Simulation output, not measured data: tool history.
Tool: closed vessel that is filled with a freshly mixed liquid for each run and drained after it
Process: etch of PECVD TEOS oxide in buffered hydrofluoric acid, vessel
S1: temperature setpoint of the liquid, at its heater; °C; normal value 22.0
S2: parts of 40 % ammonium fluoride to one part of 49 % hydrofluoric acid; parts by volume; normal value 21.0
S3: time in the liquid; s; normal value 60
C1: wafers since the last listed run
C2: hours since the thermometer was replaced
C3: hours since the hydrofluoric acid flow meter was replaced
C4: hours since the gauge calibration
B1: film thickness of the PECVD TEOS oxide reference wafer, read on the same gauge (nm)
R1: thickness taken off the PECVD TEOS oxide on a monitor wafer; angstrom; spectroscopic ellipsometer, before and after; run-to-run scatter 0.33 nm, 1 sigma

run,hour,S1,S2,S3,C1,C2,C3,C4,B1,R1
1,0.0,22.0,21.0,60,0,328.2,129.6,943.7,99.98,345.9
2,61.4,22.0,21.0,60,4829,389.6,191.0,1005.1,99.98,343.5
3,129.5,22.0,21.0,60,5356,457.7,259.1,1073.2,100.01,344.6
4,236.4,22.0,21.0,60,8407,564.6,366.0,1180.1,99.99,338.4
5,300.6,22.0,22.5,60,5049,628.8,430.2,1244.3,100.02,331.5
6,365.5,22.0,22.5,60,5104,693.7,495.1,1309.2,100.01,323.8
# hour 472.2: thermometer replaced
7,540.5,22.0,21.0,60,13685,68.3,670.1,1484.2,100.01,335.1
8,596.9,22.0,21.0,60,4435,124.7,726.5,1540.6,99.98,346.1
9,652.9,22.0,21.0,70,4404,180.7,782.5,1596.6,100.01,395.7
10,712.0,22.0,21.0,70,4648,239.8,841.6,1655.7,99.98,401.4
11,815.4,20.5,26.5,50,8132,343.2,945.0,1759.1,99.99,228.1
12,898.5,23.5,27.0,75,6536,426.3,1028.1,1842.2,99.95,392.2
13,969.5,22.0,21.0,40,5584,497.3,1099.1,1913.2,100.01,228.3
# hour 1004.5: gauge calibrated
14,1041.1,22.0,21.0,60,5631,568.9,1170.7,36.6,100.01,343.4
15,1088.9,22.0,21.0,60,3759,616.7,1218.5,84.4,100.00,340.3
# hour 1096.8: thermometer replaced
# hour 1100.0: hydrofluoric acid flow meter replaced
16,1180.1,20.0,23.5,70,7015,83.3,80.1,175.6,100.00,335.4
17,1275.7,22.0,21.0,60,7519,178.9,175.7,271.2,100.01,341.6
18,1355.9,22.0,21.0,60,6307,259.1,255.9,351.4,99.99,345.7
19,1443.0,25.0,18.5,95,6850,346.2,343.0,438.5,99.99,712.6
20,1518.6,22.0,21.0,80,5946,421.8,418.6,514.1,100.01,457.4
21,1564.5,25.0,14.5,45,3610,467.7,464.5,560.0,100.02,430.5

Hidden state at the last listed run before each entry between runs and at the first one after, where it differs:
Logged between run 6 and run 7: thermometer replaced (hour 472.2)
  nothing in the hidden state changes from one run to the other
Logged between run 13 and run 14: gauge calibrated (hour 1004.5)
  nothing in the hidden state changes from one run to the other
Logged between run 15 and run 16: thermometer replaced (hour 1096.8); hydrofluoric acid flow meter replaced (hour 1100.0)
  nothing in the hidden state changes from one run to the other
